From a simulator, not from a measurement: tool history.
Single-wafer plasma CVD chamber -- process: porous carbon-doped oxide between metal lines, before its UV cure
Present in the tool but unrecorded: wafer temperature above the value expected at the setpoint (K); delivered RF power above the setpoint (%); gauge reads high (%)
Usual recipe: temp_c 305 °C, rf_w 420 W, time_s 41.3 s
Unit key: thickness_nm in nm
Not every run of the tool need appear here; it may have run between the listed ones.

| run | hour | temp_c | rf_w | time_s | wafers since the last listed run | hours since the last thermocouple change | hours since the last RF generator calibration | hours since the showerhead was replaced | hours since the gauge calibration | read-back reference wafer on the same gauge, thickness_nm | thickness_nm |
|---|---|---|---|---|---|---|---|---|---|---|---|
| 1 | 0.0 | 294 | 420 | 41.3 | 0 | 2607.7 | 2293.5 | 2547.8 | 43.2 | 170.973 | 209.557 |
| 2 | 13.3 | 294 | 420 | 41.3 | 333 | 2621.0 | 2306.8 | 2561.1 | 56.5 | 171.011 | 209.384 |
| 3 | 30.4 | 294 | 420 | 41.3 | 429 | 2638.1 | 2323.9 | 2578.2 | 73.6 | 171.041 | 209.328 |
| 4 | 39.2 | 305 | 420 | 41.3 | 220 | 2646.9 | 2332.7 | 2587.0 | 82.4 | 170.980 | 194.686 |
| 5 | 65.3 | 305 | 420 | 41.3 | 655 | 2673.0 | 2358.8 | 2613.1 | 108.5 | 171.088 | 194.822 |
| 6 | 83.1 | 305 | 420 | 41.3 | 446 | 2690.8 | 2376.6 | 2630.9 | 126.3 | 171.056 | 194.531 |
| 7 | 91.8 | 305 | 420 | 41.3 | 218 | 2699.5 | 2385.3 | 2639.6 | 135.0 | 170.972 | 194.302 |
| 8 | 109.6 | 305 | 420 | 38.4 | 446 | 2717.3 | 2403.1 | 2657.4 | 152.8 | 171.090 | 181.368 |
| 9 | 120.2 | 305 | 370 | 41.3 | 266 | 2727.9 | 2413.7 | 2668.0 | 163.4 | 170.974 | 181.316 |
|  | 131.6 | RF generator calibrated |
| 10 | 136.0 | 305 | 445 | 41.3 | 195 | 2743.7 | 4.4 | 2683.8 | 179.2 | 170.992 | 201.754 |
| 11 | 146.9 | 299 | 340 | 45.5 | 273 | 2754.6 | 15.3 | 2694.7 | 190.1 | 170.981 | 196.966 |
|  | 155.8 | gauge calibrated |
|  | 163.0 | showerhead replaced |
|  | 170.0 | thermocouple changed; heater temperature recalibrated |
| 12 | 170.5 | 305 | 345 | 41.3 | 214 | 0.5 | 38.9 | 7.5 | 14.7 | 171.015 | 174.182 |
| 13 | 174.8 | 305 | 420 | 41.3 | 107 | 4.8 | 43.2 | 11.8 | 19.0 | 171.064 | 194.775 |
| 14 | 182.0 | 299 | 380 | 46.3 | 180 | 12.0 | 50.4 | 19.0 | 26.2 | 171.060 | 213.278 |
| 15 | 190.8 | 305 | 420 | 35.2 | 220 | 20.8 | 59.2 | 27.8 | 35.0 | 170.832 | 166.728 |
| 16 | 198.6 | 305 | 420 | 41.3 | 195 | 28.6 | 67.0 | 35.6 | 42.8 | 171.011 | 194.894 |
| 17 | 210.8 | 305 | 455 | 34.6 | 306 | 40.8 | 79.2 | 47.8 | 55.0 | 170.967 | 171.715 |
| 18 | 220.6 | 316 | 420 | 41.3 | 246 | 50.6 | 89.0 | 57.6 | 64.8 | 171.110 | 182.290 |
| 19 | 237.5 | 311 | 375 | 45.2 | 424 | 67.5 | 105.9 | 74.5 | 81.7 | 171.095 | 191.604 |

Each row is a separate what-if for the run after 19, all from the same tool condition, not one after another. Results?
| A | 237.9 | 312 | 420 | 41.3 | 10 | 67.9 | 106.3 | 74.9 | 82.1 | ? | ? |
| B | 237.9 | 305 | 395 | 41.3 | 10 | 67.9 | 106.3 | 74.9 | 82.1 | ? | ? |
| C | 237.9 | 294 | 420 | 46.8 | 10 | 67.9 | 106.3 | 74.9 | 82.1 | ? | ? |
| D | 237.9 | 319 | 340 | 47.8 | 10 | 67.9 | 106.3 | 74.9 | 82.1 | ? | ? |

| run | read-back reference wafer on the same gauge, thickness_nm | thickness_nm |
|---|---|---|
| A | 171.046 | 186.463 |
| B | 171.046 | 187.889 |
| C | 171.046 | 236.354 |
| D | 171.046 | 182.823 |
With the hidden condition removed and each run's random variation left untouched, the same runs would have given:
| run | thickness_nm |
|---|---|
| A | 186.463 |
| B | 187.889 |
| C | 236.354 |
| D | 182.823 |
